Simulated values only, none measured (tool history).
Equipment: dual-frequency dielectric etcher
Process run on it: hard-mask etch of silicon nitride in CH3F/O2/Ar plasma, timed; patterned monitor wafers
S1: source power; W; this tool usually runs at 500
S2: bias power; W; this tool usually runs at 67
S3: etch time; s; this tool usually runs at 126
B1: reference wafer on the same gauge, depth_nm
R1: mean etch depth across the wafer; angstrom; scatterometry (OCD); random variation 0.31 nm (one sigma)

run   hour   S1  S2     S3    B1    R1
  1      0  500  67    126  76.7   932
  2    9.1  580  67   98.5  76.6   776
  3   25.3  580  67   98.5  76.7   782
  4   36.5  580  67   98.5  76.7   781
  5   49.8  410  62    126  76.7   828
  6   67.1  410  62    126  76.7   830
     121.5  -- bias power generator calibrated
     125.7  -- upper electrode replaced
  7  126.2  410  62    126  76.7   826
  8  126.5  500  67    126  76.7   931
  9  127.7  500  67    126  76.7   930
 10  134.9  500  67    126  76.7   929
 11  150.7  500  67    126  76.8   937
 12  161.4  570  55    160  76.7  1183
 13  171.5  390  76  138.5  76.7   941
 14  179.3  410  82    146  76.7  1046
 15  194.2  580  67   98.5  76.7   779
 16  205.3  500  67    126  76.6   930
     213.3  -- gauge calibrated
     216.1  -- source power generator calibrated
 17  220.2  500  67    101  76.6   745
     270.8  -- wet clean of the chamber
 18  272.1  500  67    126  76.7   928
 19  283.6  420  56    126  76.6   814
 20    298  560  53    162  76.7  1180
 21    310  540  76    157  76.7  1250
 22  351.4  500  67    126  76.7   930
 23  368.4  610  62    110  76.7   867

State the hidden condition of the tool at each of the runs:
etch rate over this chamber's usual, %: 0 across all the runs
source power that arrives over what is set, %: 0 across all the runs
bias power that arrives over what is set, %: 0 across all the runs
gauge reads high (%): 0 across all the runs
